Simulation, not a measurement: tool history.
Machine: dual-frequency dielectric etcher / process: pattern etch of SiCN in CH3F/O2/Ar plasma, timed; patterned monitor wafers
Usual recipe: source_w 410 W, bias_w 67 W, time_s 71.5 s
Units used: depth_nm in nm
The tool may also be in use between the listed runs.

run    hour  source_w  bias_w  time_s  wafers since the last listed run  hours since the last wet clean  hours since the last source power generator calibration  hours since the last bias power generator calibration  hours since the last upper electrode change  hours since the gauge calibration  read-back reference wafer on the same gauge, depth_nm  depth_nm
  1     0.0       410      67    71.5                                 0                           464.1                                                   4492.4                                                 2648.6                                       3442.1                              537.1                                                  29.59     25.09
  2    56.3       410      67    71.5                               847                           520.4                                                   4548.7                                                 2704.9                                       3498.4                              593.4                                                  29.59     24.75
  3   101.8       410      67    71.5                               685                           565.9                                                   4594.2                                                 2750.4                                       3543.9                              638.9                                                  29.61     24.85
      155.0  -- wet clean of the chamber
      155.2  -- gauge calibrated
  4   155.5       410      67    71.5                               447                             0.5                                                   4647.9                                                 2804.1                                       3597.6                                0.3                                                  29.62     26.63
  5   194.5       410      67    71.5                               587                            39.5                                                   4686.9                                                 2843.1                                       3636.6                               39.3                                                  29.62     26.19
  6   249.3       410      67    71.5                               825                            94.3                                                   4741.7                                                 2897.9                                       3691.4                               94.1                                                  29.58     26.21
  7   316.1       410      60    76.0                              1005                           161.1                                                   4808.5                                                 2964.7                                       3758.2                              160.9                                                  29.57     26.78
  8   367.2       410      67    71.5                               769                           212.2                                                   4859.6                                                 3015.8                                       3809.3                              212.0                                                  29.61     25.66
  9   428.2       410      67    71.5                               918                           273.2                                                   4920.6                                                 3076.8                                       3870.3                              273.0                                                  29.58     25.91
      435.3  -- bias power generator calibrated
 10   479.7       410      67    71.5                               715                           324.7                                                   4972.1                                                   44.4                                       3921.8                              324.5                                                  29.61     25.31
      529.8  -- upper electrode replaced
 11   531.6       440      67    71.5                               420                           376.6                                                   5024.0                                                   96.3                                          1.8                              376.4                                                  29.59     26.45
 12   566.2       350      67    71.5                               520                           411.2                                                   5058.6                                                  130.9                                         36.4                              411.0                                                  29.60     23.65
      570.6  -- source power generator calibrated
      623.1  -- wet clean of the chamber
 13   623.6       350      67    71.5                               442                             0.5                                                     53.0                                                  188.3                                         93.8                              468.4                                                  29.66     24.45
 14   652.5       500      67    71.5                               435                            29.4                                                     81.9                                                  217.2                                        122.7                              497.3                                                  29.59     28.60
 15   702.0       460      72    80.5                               745                            78.9                                                    131.4                                                  266.7                                        172.2                              546.8                                                  29.65     31.86
 16   771.6       490      76    71.5                              1047                           148.5                                                    201.0                                                  336.3                                        241.8                              616.4                                                  29.62     29.46
      782.4  -- gauge calibrated
 17   803.0       410      75    71.5                               472                           179.9                                                    232.4                                                  367.7                                        273.2                               20.6                                                  29.64     26.73
 18   832.1       460      74    62.5                               438                           209.0                                                    261.5                                                  396.8                                        302.3                               49.7                                                  29.65     24.70
 19   858.8       370      78    77.5                               401                           235.7                                                    288.2                                                  423.5                                        329.0                               76.4                                                  29.64     28.12
 20   920.7       380      67    71.5                               931                           297.6                                                    350.1                                                  485.4                                        390.9                              138.3                                                  29.63     24.81
 21   951.0       350      74    80.5                               456                           327.9                                                    380.4                                                  515.7                                        421.2                              168.6                                                  29.60     27.40
 22   993.1       500      82    61.0                               633                           370.0                                                    422.5                                                  557.8                                        463.3                              210.7                                                  29.59     24.91
 23  1018.3       410      67    71.5                               379                           395.2                                                    447.7                                                  583.0                                        488.5                              235.9                                                  29.61     24.99
 24  1070.8       440      67    85.0                               790                           447.7                                                    500.2                                                  635.5                                        541.0                              288.4                                                  29.54     30.87
 25  1101.8       410      67    71.5                               466                           478.7                                                    531.2                                                  666.5                                        572.0                              319.4                                                  29.59     24.90
 26  1143.2       370      67    89.0                               623                           520.1                                                    572.6                                                  707.9                                        613.4                              360.8                                                  29.61     29.48
     1211.8  -- wet clean of the chamber
 27  1212.3       410      67    71.5                               678                             0.5                                                    641.7                                                  777.0                                        682.5                              429.9                                                  29.58     26.80

Give the tool's hidden conditions for every run:
source power that arrives over what is set, %: 0 in every run
bias power that arrives over what is set, %: 0 in every run
gauge reads high (%): 0 in every run
H1: etch rate over this chamber's usual, %
run      H1
  1    -4.8
  2   -5.35
  3    -5.8
  4  -0.122
  5  -0.504
  6   -1.04
  7    -1.7
  8    -2.2
  9   -2.79
 10    -3.3
 11   -3.81
 12   -4.15
 13   -0.66
 14  -0.943
 15   -1.43
 16   -2.11
 17   -2.42
 18    -2.7
 19   -2.96
 20   -3.57
 21   -3.87
 22   -4.28
 23   -4.53
 24   -5.04
 25   -5.34
 26   -5.75
 27   0.681
